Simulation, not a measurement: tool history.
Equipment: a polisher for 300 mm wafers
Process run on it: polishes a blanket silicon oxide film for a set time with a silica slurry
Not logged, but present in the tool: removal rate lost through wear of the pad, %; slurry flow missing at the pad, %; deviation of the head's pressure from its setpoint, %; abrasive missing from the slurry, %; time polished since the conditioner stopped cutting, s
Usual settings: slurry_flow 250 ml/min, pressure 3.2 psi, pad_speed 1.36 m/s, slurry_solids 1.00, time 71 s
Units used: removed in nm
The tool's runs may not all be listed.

run,hour,slurry_flow,pressure,pad_speed,slurry_solids,time,wafers since the last listed run,wafers polished on this pad,hours since the slurry nozzle was cleaned,hours since the head pressure was calibrated,hours since the slurry blender was calibrated,hours since the conditioning disc was replaced,"incoming thickness of the incoming film, nm",removed
1,0.0,250,3.2,1.36,1.00,63,0,1377,213.7,165.0,44.4,357.9,937.9,191.2
# hour 13.6: conditioning disc replaced and pad reconditioned
2,18.2,250,3.2,1.36,1.00,63,196,1573,231.9,183.2,62.6,4.6,938.5,197.5
3,44.4,250,3.2,1.36,1.00,71,317,1890,258.1,209.4,88.8,30.8,950.7,221.5
4,58.4,250,3.2,1.36,1.00,71,169,2060,272.1,223.4,102.8,44.8,947.6,218.5
# hour 82.0: worn pad replaced by a new one
5,82.5,250,3.2,1.36,1.05,71,243,5,296.2,247.5,126.9,68.9,949.9,220.9
6,103.8,250,3.2,1.36,1.05,71,257,263,317.5,268.8,148.2,90.2,937.9,223.6
7,125.8,250,3.2,1.36,1.00,71,266,529,339.5,290.8,170.2,112.2,945.4,222.1
8,154.2,250,3.2,1.36,1.00,71,343,873,367.9,319.2,198.6,140.6,956.9,215.8
# hour 155.8: slurry nozzle cleaned
# hour 182.2: slurry blender recalibrated
9,243.6,250,3.2,1.10,1.00,84,1045,1918,87.8,408.6,61.4,230.0,955.8,227.7
10,279.1,250,2.9,1.52,0.85,71,429,2348,123.3,444.1,96.9,265.5,956.9,197.0
11,299.4,250,3.2,1.36,1.00,71,245,2594,143.6,464.4,117.2,285.8,966.9,215.4
# hour 314.8: worn pad replaced by a new one
12,316.4,250,3.5,1.36,1.10,71,157,19,160.6,481.4,134.2,302.8,952.5,241.2
13,343.8,180,3.2,1.04,1.00,86,331,350,188.0,508.8,161.6,330.2,958.4,211.8
# hour 359.8: conditioning disc replaced and pad reconditioned
# hour 364.4: slurry blender recalibrated
14,365.2,250,2.5,0.94,1.00,78,210,561,209.4,530.2,0.8,5.4,941.1,158.7
15,397.5,250,3.2,1.36,1.00,71,390,952,241.7,562.5,33.1,37.7,964.8,220.0
16,478.3,250,3.2,1.36,1.00,71,977,1929,322.5,643.3,113.9,118.5,949.0,220.3
# hour 483.2: slurry nozzle cleaned
# hour 492.7: worn pad replaced by a new one
17,510.7,250,3.2,1.36,1.10,71,331,217,27.5,675.7,146.3,150.9,961.5,226.5
18,535.3,250,3.2,1.04,0.70,59,297,515,52.1,700.3,170.9,175.5,949.0,124.8

Run 19 is up next; what results do you expect?
19,564.9,250,3.7,1.16,1.00,71,358,873,81.7,729.9,200.5,205.1,941.5,?

{"run 19": {"removed": 221.1}}
Without the tool's hidden state the same run would have given removed 225.8 nm.
